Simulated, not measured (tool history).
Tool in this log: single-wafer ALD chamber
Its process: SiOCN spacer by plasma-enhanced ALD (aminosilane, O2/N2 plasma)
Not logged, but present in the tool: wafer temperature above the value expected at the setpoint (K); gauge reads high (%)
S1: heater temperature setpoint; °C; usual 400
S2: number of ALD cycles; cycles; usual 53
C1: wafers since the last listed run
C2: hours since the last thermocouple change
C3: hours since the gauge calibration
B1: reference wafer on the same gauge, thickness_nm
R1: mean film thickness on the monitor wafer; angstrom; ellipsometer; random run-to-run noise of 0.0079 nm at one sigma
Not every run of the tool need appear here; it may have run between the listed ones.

Run 1, day 0.000: usual settings but S2 56 cycles; C1 0; C2 799.7; C3 188.7; B1 2.940. Result: R1 32.67 angstrom.
Run 2, day 0.567: usual settings but S2 56 cycles; C1 48; C2 813.3; C3 202.3; B1 2.940. Result: R1 32.63 angstrom.
Run 3, day 1.317: usual settings but S2 56 cycles; C1 64; C2 831.3; C3 220.3; B1 2.939. Result: R1 32.71 angstrom.
Run 4, day 1.833: usual settings; C1 44; C2 843.7; C3 232.7; B1 2.940. Result: R1 30.94 angstrom.
Run 5, day 2.288: usual settings; C1 39; C2 854.6; C3 243.6; B1 2.941. Result: R1 30.85 angstrom.
Run 6, day 2.725: usual settings but S2 45 cycles; C1 37; C2 865.1; C3 254.1; B1 2.940. Result: R1 26.28 angstrom.
Run 7, day 3.267: usual settings but S2 45 cycles; C1 46; C2 878.1; C3 267.1; B1 2.939. Result: R1 26.26 angstrom.
Run 8, day 3.754: usual settings but S2 48 cycles; C1 41; C2 889.8; C3 278.8; B1 2.939. Result: R1 28.04 angstrom.
Run 9, day 4.458: usual settings but S2 48 cycles; C1 60; C2 906.7; C3 295.7; B1 2.942. Result: R1 27.88 angstrom.
Run 10, day 4.825: usual settings but S2 48 cycles; C1 31; C2 915.5; C3 304.5; B1 2.940. Result: R1 28.00 angstrom.
Run 11, day 5.533: usual settings but S1 389 °C; C1 60; C2 932.5; C3 321.5; B1 2.941. Result: R1 31.40 angstrom.
Run 12, day 6.096: usual settings but S1 389 °C; C1 48; C2 946.0; C3 335.0; B1 2.941. Result: R1 31.56 angstrom.
Run 13, day 6.621: usual settings but S1 389 °C; C1 45; C2 958.6; C3 347.6; B1 2.938. Result: R1 31.59 angstrom.
Run 14, day 8.396: usual settings but S2 59 cycles; C1 152; C2 1001.2; C3 390.2; B1 2.938. Result: R1 34.61 angstrom.
Run 15, day 8.750: usual settings but S2 59 cycles; C1 30; C2 1009.7; C3 398.7; B1 2.938. Result: R1 34.59 angstrom.
Run 16, day 9.021: usual settings but S1 404 °C; C1 23; C2 1016.2; C3 405.2; B1 2.941. Result: R1 30.64 angstrom.
Run 17, day 9.542: usual settings but S1 404 °C; C1 44; C2 1028.7; C3 417.7; B1 2.940. Result: R1 30.71 angstrom.
Run 18, day 9.850: usual settings but S1 404 °C; C1 26; C2 1036.1; C3 425.1; B1 2.940. Result: R1 30.61 angstrom.
At day 9.946: gauge calibrated.
Run 19, day 10.371: usual settings; C1 44; C2 1048.6; C3 10.2; B1 2.941. Result: R1 30.87 angstrom.
Run 20, day 11.104: usual settings; C1 62; C2 1066.2; C3 27.8; B1 2.940. Result: R1 30.84 angstrom.
At day 12.842: thermocouple changed; heater temperature recalibrated.
Run 21, day 13.071: usual settings but S2 58 cycles; C1 140; C2 5.5; C3 75.0; B1 2.940. Result: R1 34.54 angstrom.
Run 22, day 13.721: usual settings but S2 58 cycles; C1 55; C2 21.1; C3 90.6; B1 2.939. Result: R1 34.46 angstrom.
Run 23, day 14.275: usual settings but S2 58 cycles; C1 47; C2 34.4; C3 103.9; B1 2.939. Result: R1 34.49 angstrom.
Run 24, day 14.600: usual settings; C1 27; C2 42.2; C3 111.7; B1 2.940. Result: R1 31.56 angstrom.
Run 25, day 14.929: usual settings but S2 61 cycles; C1 28; C2 50.1; C3 119.6; B1 2.941. Result: R1 36.45 angstrom.
Run 26, day 15.421: usual settings but S1 394 °C, S2 48 cycles; C1 42; C2 61.9; C3 131.4; B1 2.940. Result: R1 28.43 angstrom.
Run 27, day 15.942: usual settings; C1 44; C2 74.4; C3 143.9; B1 2.942. Result: R1 31.50 angstrom.
Run 28, day 16.592: usual settings; C1 55; C2 90.0; C3 159.5; B1 2.941. Result: R1 31.53 angstrom.
Run 29, day 17.217: usual settings but S1 407 °C, S2 59 cycles; C1 53; C2 105.0; C3 174.5; B1 2.942. Result: R1 34.27 angstrom.
Run 30, day 17.888: usual settings but S1 412 °C, S2 45 cycles; C1 57; C2 121.1; C3 190.6; B1 2.941. Result: R1 25.79 angstrom.
Run 31, day 18.546: usual settings; C1 56; C2 136.9; C3 206.4; B1 2.942. Result: R1 31.46 angstrom.
Run 32, day 18.996: usual settings; C1 38; C2 147.7; C3 217.2; B1 2.941. Result: R1 31.41 angstrom.
Run 33, day 19.733: usual settings but S1 406 °C, S2 63 cycles; C1 63; C2 165.4; C3 234.9; B1 2.939. Result: R1 36.51 angstrom.
Run 34, day 20.033: usual settings but S1 396 °C, S2 60 cycles; C1 25; C2 172.6; C3 242.1; B1 2.940. Result: R1 35.67 angstrom.
Run 35, day 20.783: usual settings but S1 409 °C; C1 64; C2 190.6; C3 260.1; B1 2.939. Result: R1 30.62 angstrom.
Run 36, day 21.450: usual settings but S1 406 °C, S2 63 cycles; C1 57; C2 206.6; C3 276.1; B1 2.940. Result: R1 36.60 angstrom.
Run 37, day 21.875: usual settings but S1 395 °C, S2 57 cycles; C1 36; C2 216.8; C3 286.3; B1 2.940. Result: R1 33.78 angstrom.
Run 38, day 22.538: usual settings but S1 389 °C, S2 46 cycles; C1 56; C2 232.7; C3 302.2; B1 2.940. Result: R1 27.33 angstrom.
Run 39, day 23.542: usual settings but S1 389 °C, S2 58 cycles; C1 86; C2 256.8; C3 326.3; B1 2.941. Result: R1 34.48 angstrom.
Run 40, day 24.029: usual settings but S1 412 °C, S2 45 cycles; C1 41; C2 268.5; C3 338.0; B1 2.940. Result: R1 25.71 angstrom.
Run 41, day 24.462: usual settings but S2 56 cycles; C1 37; C2 278.9; C3 348.4; B1 2.939. Result: R1 33.16 angstrom.
Run 42, day 25.012: usual settings but S1 392 °C, S2 50 cycles; C1 47; C2 292.1; C3 361.6; B1 2.940. Result: R1 29.70 angstrom.
Run 43, day 25.383: usual settings but S1 407 °C; C1 31; C2 301.0; C3 370.5; B1 2.939. Result: R1 30.71 angstrom.
Run 44, day 25.800: usual settings but S1 414 °C, S2 58 cycles; C1 35; C2 311.0; C3 380.5; B1 2.940. Result: R1 32.92 angstrom.
Run 45, day 26.292: usual settings; C1 42; C2 322.8; C3 392.3; B1 2.942. Result: R1 31.25 angstrom.
Run 46, day 26.642: usual settings but S1 409 °C, S2 57 cycles; C1 30; C2 331.2; C3 400.7; B1 2.939. Result: R1 32.68 angstrom.

Describe how what the log doesn't record of the tool's condition differs between the last listed run preceding each entry between runs and the first listed run following it.
Logged between run 18 and run 19: gauge calibrated (day 9.946)
  wafer temperature above the value expected at the setpoint (K): 6.34 -> 6.36
  measured value less the no-hidden-state value, R1: -0.59 -> -0.59 angstrom
Logged between run 20 and run 21: thermocouple changed; heater temperature recalibrated (day 12.842)
  wafer temperature above the value expected at the setpoint (K): 6.38 -> -1.32
  measured value less the no-hidden-state value, R1: -0.59 -> +0.00 angstrom

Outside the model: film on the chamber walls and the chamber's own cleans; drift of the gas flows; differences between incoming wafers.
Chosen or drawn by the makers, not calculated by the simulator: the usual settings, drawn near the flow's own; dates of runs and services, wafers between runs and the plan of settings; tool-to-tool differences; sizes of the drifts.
